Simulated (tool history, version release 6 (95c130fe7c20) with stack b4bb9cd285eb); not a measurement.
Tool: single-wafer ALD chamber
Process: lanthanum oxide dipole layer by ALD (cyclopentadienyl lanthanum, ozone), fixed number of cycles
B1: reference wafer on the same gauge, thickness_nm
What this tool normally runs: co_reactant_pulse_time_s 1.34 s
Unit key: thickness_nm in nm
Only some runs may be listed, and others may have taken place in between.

Run 1, day 0.000: usual settings; B1 0.516. Result: thickness_nm 0.556 nm.
Run 2, day 2.083: usual settings; B1 0.516. Result: thickness_nm 0.552 nm.
Run 3, day 3.183: usual settings; B1 0.515. Result: thickness_nm 0.553 nm.
Run 4, day 5.150: usual settings; B1 0.515. Result: thickness_nm 0.552 nm.
Run 5, day 7.471: usual settings; B1 0.514. Result: thickness_nm 0.551 nm.
Run 6, day 10.329: usual settings; B1 0.512. Result: thickness_nm 0.550 nm.
Run 7, day 11.662: usual settings; B1 0.512. Result: thickness_nm 0.552 nm.
Run 8, day 13.246: usual settings; B1 0.511. Result: thickness_nm 0.549 nm.
Run 9, day 15.875: usual settings but co_reactant_pulse_time_s 1.18 s; B1 0.510. Result: thickness_nm 0.539 nm.
Run 10, day 18.225: usual settings but co_reactant_pulse_time_s 1.09 s; B1 0.509. Result: thickness_nm 0.530 nm.
Run 11, day 20.054: usual settings but co_reactant_pulse_time_s 1.09 s; B1 0.509. Result: thickness_nm 0.528 nm.
Run 12, day 22.962: usual settings but co_reactant_pulse_time_s 1.09 s; B1 0.508. Result: thickness_nm 0.527 nm.
Run 13, day 25.075: usual settings but co_reactant_pulse_time_s 1.65 s; B1 0.507. Result: thickness_nm 0.561 nm.
At day 26.188: showerhead replaced.
Run 14, day 26.433: usual settings but co_reactant_pulse_time_s 1.65 s; B1 0.507. Result: thickness_nm 0.560 nm.
Run 15, day 29.238: usual settings but co_reactant_pulse_time_s 1.65 s; B1 0.505. Result: thickness_nm 0.558 nm.
At day 30.188: ozone generator serviced.
Run 16, day 31.196: usual settings but co_reactant_pulse_time_s 1.79 s; B1 0.504. Result: thickness_nm 0.565 nm.
Run 17, day 33.108: usual settings; B1 0.503. Result: thickness_nm 0.541 nm.
At day 33.621: gauge calibrated.
Run 18, day 35.938: usual settings; B1 0.519. Result: thickness_nm 0.558 nm.
Run 19, day 38.650: usual settings but co_reactant_pulse_time_s 0.94 s; B1 0.519. Result: thickness_nm 0.524 nm.
Run 20, day 39.721: usual settings but co_reactant_pulse_time_s 1.06 s; B1 0.518. Result: thickness_nm 0.533 nm.
Run 21, day 41.167: usual settings; B1 0.518. Result: thickness_nm 0.558 nm.
Run 22, day 42.888: usual settings but co_reactant_pulse_time_s 1.04 s; B1 0.517. Result: thickness_nm 0.531 nm.
At day 44.771: thermocouple changed; heater temperature recalibrated.
Run 23, day 44.792: usual settings but co_reactant_pulse_time_s 1.52 s; B1 0.517. Result: thickness_nm 0.565 nm.
Run 24, day 46.242: usual settings; B1 0.516. Result: thickness_nm 0.551 nm.
Run 25, day 48.938: usual settings but co_reactant_pulse_time_s 1.61 s; B1 0.515. Result: thickness_nm 0.568 nm.
Run 26, day 51.283: usual settings but co_reactant_pulse_time_s 1.66 s; B1 0.513. Result: thickness_nm 0.569 nm.
Run 27, day 52.629: usual settings; B1 0.513. Result: thickness_nm 0.550 nm.
Run 28, day 53.958: usual settings but co_reactant_pulse_time_s 0.90 s; B1 0.512. Result: thickness_nm 0.515 nm.
Run 29, day 55.654: usual settings but co_reactant_pulse_time_s 1.64 s; B1 0.512. Result: thickness_nm 0.567 nm.
Run 30, day 57.042: usual settings but co_reactant_pulse_time_s 1.50 s; B1 0.511. Result: thickness_nm 0.555 nm.

What if the next run were any one of these 4? Each begins from the tool's condition after run 30:
Run A, day 57.058: usual settings; B1 ?. Result: thickness_nm ?.
Run B, day 57.058: usual settings but co_reactant_pulse_time_s 1.13 s; B1 ?. Result: thickness_nm ?.
Run C, day 57.058: usual settings but co_reactant_pulse_time_s 1.87 s; B1 ?. Result: thickness_nm ?.
Run D, day 57.058: usual settings but co_reactant_pulse_time_s 0.99 s; B1 ?. Result: thickness_nm ?.

run     B1  thickness_nm
  A  0.511         0.551
  B  0.511         0.535
  C  0.511         0.573
  D  0.511         0.522
The same runs, with their run-to-run variation unchanged, on a tool lacking any hidden condition would have given:
run  thickness_nm
  A         0.560
  B         0.544
  C         0.583
  D         0.531
